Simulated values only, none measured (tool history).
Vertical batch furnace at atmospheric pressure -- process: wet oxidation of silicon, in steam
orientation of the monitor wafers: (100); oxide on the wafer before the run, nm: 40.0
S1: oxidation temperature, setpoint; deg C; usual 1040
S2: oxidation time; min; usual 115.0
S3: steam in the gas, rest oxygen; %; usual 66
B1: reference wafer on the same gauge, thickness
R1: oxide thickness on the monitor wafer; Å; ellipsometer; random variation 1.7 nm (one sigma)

Run 1, hour 0.0: usual settings; B1 500.61. Result: R1 5827.7 Å.
Run 2, hour 22.6: usual settings; B1 500.61. Result: R1 5825.4 Å.
Run 3, hour 39.5: usual settings but S2 99.5 min; B1 501.16. Result: R1 5312.5 Å.
Run 4, hour 59.3: usual settings but S2 99.5 min; B1 501.05. Result: R1 5326.4 Å.
Run 5, hour 74.6: usual settings but S2 99.5 min; B1 501.06. Result: R1 5315.5 Å.
Run 6, hour 89.9: usual settings but S2 156.5 min; B1 500.55. Result: R1 6940.5 Å.
Run 7, hour 105.6: usual settings but S2 156.5 min; B1 500.57. Result: R1 6986.7 Å.
Run 8, hour 121.4: usual settings but S2 156.5 min; B1 500.83. Result: R1 6925.3 Å.
Run 9, hour 143.2: usual settings; B1 500.81. Result: R1 5774.6 Å.
Run 10, hour 154.4: usual settings; B1 500.93. Result: R1 5782.7 Å.
At hour 180.9: thermocouples replaced and temperature profile calibrated.
Run 11, hour 181.4: usual settings; B1 501.25. Result: R1 5773.5 Å.
Run 12, hour 187.8: usual settings; B1 501.22. Result: R1 5763.5 Å.
Run 13, hour 200.3: usual settings but S1 1055 deg C; B1 501.36. Result: R1 6216.0 Å.
Run 14, hour 219.5: usual settings but S1 1018 deg C; B1 500.85. Result: R1 5131.9 Å.
Run 15, hour 236.9: usual settings; B1 500.73. Result: R1 5770.6 Å.
Run 16, hour 255.5: usual settings but S1 1058 deg C; B1 501.07. Result: R1 6262.0 Å.
At hour 287.6: gauge calibrated.
Run 17, hour 293.7: usual settings but S1 1048 deg C, S2 158.0 min, S3 71 %; B1 500.44. Result: R1 7548.6 Å.
Run 18, hour 317.8: usual settings but S1 1016 deg C, S2 75.5 min, S3 73 %; B1 500.87. Result: R1 4166.0 Å.
Run 19, hour 338.3: usual settings but S2 82.5 min; B1 501.70. Result: R1 4722.0 Å.
Run 20, hour 360.7: usual settings; B1 500.71. Result: R1 5774.9 Å.
Run 21, hour 376.3: usual settings but S2 140.5 min, S3 58 %; B1 501.03. Result: R1 5985.2 Å.
Run 22, hour 399.7: usual settings but S1 1049 deg C, S3 55 %; B1 501.16. Result: R1 5394.9 Å.
Run 23, hour 449.1: usual settings but S2 137.0 min, S3 57 %; B1 500.89. Result: R1 5830.1 Å.
At hour 475.8: steam generator serviced.
Run 24, hour 476.3: usual settings; B1 500.57. Result: R1 6025.3 Å.
Run 25, hour 482.7: usual settings but S1 1015 deg C; B1 501.02. Result: R1 5290.1 Å.
Run 26, hour 494.4: usual settings but S3 63 %; B1 500.92. Result: R1 5866.2 Å.
Run 27, hour 517.5: usual settings; B1 501.64. Result: R1 6034.9 Å.
Run 28, hour 534.0: usual settings but S1 1065 deg C, S2 158.0 min; B1 500.99. Result: R1 8101.7 Å.
Run 29, hour 614.8: usual settings but S2 137.0 min, S3 57 %; B1 500.69. Result: R1 6133.2 Å.
Run 30, hour 641.5: usual settings; B1 500.61. Result: R1 6042.6 Å.
Run 31, hour 651.5: usual settings; B1 500.84. Result: R1 6025.9 Å.
Run 32, hour 664.6: usual settings; B1 500.97. Result: R1 6011.0 Å.
Run 33, hour 691.6: usual settings but S1 1033 deg C; B1 501.27. Result: R1 5836.0 Å.
Run 34, hour 703.0: usual settings but S2 79.0 min; B1 500.69. Result: R1 4835.0 Å.
Run 35, hour 717.7: usual settings but S1 1015 deg C, S2 129.5 min, S3 74 %; B1 501.22. Result: R1 6087.2 Å.
Run 36, hour 738.3: usual settings but S1 1047 deg C, S2 135.0 min, S3 73 %; B1 501.58. Result: R1 7238.5 Å.
Run 37, hour 759.3: usual settings but S1 1021 deg C, S2 150.5 min, S3 58 %; B1 501.17. Result: R1 5961.9 Å.

The same runs without the tool's hidden state, with the same run-to-run variation:
The tool's hidden condition here consists of: true tube temperature minus thermocouple reading, K; steam share off its setpoint, % of the setpoint; gauge reads high (%).
run      R1
  1  6064.6
  2  6066.0
  3  5536.4
  4  5554.1
  5  5545.1
  6  7236.0
  7  7287.4
  8  7226.7
  9  6034.1
 10  6044.6
 11  6039.9
 12  6030.6
 13  6499.6
 14  5384.6
 15  6047.0
 16  6557.1
 17  7911.7
 18  4390.1
 19  4968.5
 20  6075.0
 21  6298.2
 22  5681.1
 23  6150.3
 24  6037.8
 25  5301.6
 26  5878.5
 27  6047.5
 28  8117.9
 29  6146.5
 30  6055.9
 31  6039.3
 32  6024.5
 33  5849.6
 34  4846.5
 35  6102.0
 36  7255.4
 37  5976.9
